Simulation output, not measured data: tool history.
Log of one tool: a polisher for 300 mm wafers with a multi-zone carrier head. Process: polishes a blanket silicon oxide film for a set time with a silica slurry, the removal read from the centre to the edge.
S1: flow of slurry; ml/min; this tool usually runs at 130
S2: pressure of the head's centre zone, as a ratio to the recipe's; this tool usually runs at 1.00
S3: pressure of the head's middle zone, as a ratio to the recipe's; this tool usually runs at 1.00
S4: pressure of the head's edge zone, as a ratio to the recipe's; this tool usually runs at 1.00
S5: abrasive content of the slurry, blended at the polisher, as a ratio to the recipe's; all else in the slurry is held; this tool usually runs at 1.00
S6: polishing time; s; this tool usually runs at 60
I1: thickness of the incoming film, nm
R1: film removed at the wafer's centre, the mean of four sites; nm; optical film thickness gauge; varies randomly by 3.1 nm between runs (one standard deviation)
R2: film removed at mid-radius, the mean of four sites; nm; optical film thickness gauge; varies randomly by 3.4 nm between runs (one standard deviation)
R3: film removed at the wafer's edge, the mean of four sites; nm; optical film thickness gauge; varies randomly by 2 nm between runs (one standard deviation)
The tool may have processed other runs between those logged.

Run 1, day 0.000: usual settings but S2 1.10; I1 1278.5. Result: R1 257.0 nm, R2 234.0 nm, R3 236.6 nm.
Run 2, day 0.588: usual settings; I1 1310.1. Result: R1 238.7 nm, R2 234.8 nm, R3 237.1 nm.
At day 0.846: centre zone pressure recalibrated.
Run 3, day 0.867: usual settings but S1 145 ml/min; I1 1298.4. Result: R1 235.1 nm, R2 235.7 nm, R3 241.1 nm.
Run 4, day 1.588: usual settings but S2 0.91, S3 0.91, S5 0.85; I1 1282.6. Result: R1 199.5 nm, R2 205.4 nm, R3 222.0 nm.
Run 5, day 2.150: usual settings but S2 0.93, S3 1.11, S4 1.11, S6 66 s; I1 1296.1. Result: R1 242.7 nm, R2 282.0 nm, R3 274.4 nm.
At day 2.612: worn pad replaced by a new one.
Run 6, day 2.829: usual settings but S3 1.09, S4 0.92; I1 1312.9. Result: R1 236.4 nm, R2 248.1 nm, R3 224.5 nm.
Run 7, day 3.404: usual settings; I1 1288.9. Result: R1 233.9 nm, R2 231.1 nm, R3 234.9 nm.
Run 8, day 3.979: usual settings but S2 1.08; I1 1293.7. Result: R1 253.5 nm, R2 231.2 nm, R3 236.6 nm.
Run 9, day 4.438: usual settings but S2 1.05, S6 67 s; I1 1305.7. Result: R1 272.4 nm, R2 252.0 nm, R3 257.9 nm.
Run 10, day 4.733: usual settings but S3 0.90, S4 0.88, S5 1.15; I1 1318.7. Result: R1 239.0 nm, R2 216.1 nm, R3 233.1 nm.
Run 11, day 5.325: usual settings; I1 1311.8. Result: R1 229.7 nm, R2 226.9 nm, R3 237.7 nm.
Run 12, day 6.012: usual settings but S4 0.91; I1 1310.5. Result: R1 226.1 nm, R2 232.9 nm, R3 222.2 nm.
Run 13, day 6.479: usual settings; I1 1293.2. Result: R1 224.3 nm, R2 226.5 nm, R3 232.6 nm.
Run 14, day 6.838: usual settings; I1 1313.8. Result: R1 228.2 nm, R2 228.6 nm, R3 236.8 nm.
Run 15, day 7.388: usual settings but S3 0.96, S5 1.10; I1 1312.4. Result: R1 236.1 nm, R2 225.7 nm, R3 238.6 nm.
Run 16, day 8.079: usual settings but S5 1.10; I1 1311.8. Result: R1 231.2 nm, R2 234.6 nm, R3 241.0 nm.
Run 17, day 8.658: usual settings but S1 150 ml/min, S5 0.85, S6 52 s; I1 1305.1. Result: R1 192.4 nm, R2 190.8 nm, R3 195.2 nm.
Run 18, day 9.358: usual settings but S1 165 ml/min, S3 1.05, S5 1.25; I1 1301.2. Result: R1 258.2 nm, R2 268.4 nm, R3 254.3 nm.
At day 9.671: worn pad replaced by a new one.
Run 19, day 9.850: usual settings but S4 0.96, S6 45 s; I1 1275.6. Result: R1 170.9 nm, R2 171.6 nm, R3 169.7 nm.
Run 20, day 10.292: usual settings; I1 1314.3. Result: R1 228.1 nm, R2 227.3 nm, R3 229.7 nm.
Run 21, day 12.471: usual settings; I1 1324.7. Result: R1 223.6 nm, R2 216.3 nm, R3 232.4 nm.

Here are 5 independent what-if runs from the current tool condition. What would each one return?
Run A, day 12.488: usual settings but S5 1.20; I1 1315.1. Result: R1 ?, R2 ?, R3 ?.
Run B, day 12.488: usual settings but S3 1.09, S5 1.10; I1 1315.1. Result: R1 ?, R2 ?, R3 ?.
Run C, day 12.488: usual settings but S3 0.90, S6 75 s; I1 1315.1. Result: R1 ?, R2 ?, R3 ?.
Run D, day 12.488: usual settings but S2 1.10, S6 45 s; I1 1315.1. Result: R1 ?, R2 ?, R3 ?.
Run E, day 12.488: usual settings but S1 90 ml/min, S4 1.05, S5 1.10; I1 1315.1. Result: R1 ?, R2 ?, R3 ?.

run     R1     R2     R3
  A  238.1  236.2  242.4
  B  232.2  247.6  236.0
  C  281.8  256.0  287.4
  D  186.2  167.7  172.2
  E  208.8  210.1  227.8
With the hidden condition removed and each run's random variation left untouched, the same runs would have given:
run     R1     R2     R3
  A  254.2  250.1  252.3
  B  247.9  262.3  245.6
  C  300.8  271.1  299.1
  D  198.8  177.6  179.2
  E  227.9  226.5  239.4

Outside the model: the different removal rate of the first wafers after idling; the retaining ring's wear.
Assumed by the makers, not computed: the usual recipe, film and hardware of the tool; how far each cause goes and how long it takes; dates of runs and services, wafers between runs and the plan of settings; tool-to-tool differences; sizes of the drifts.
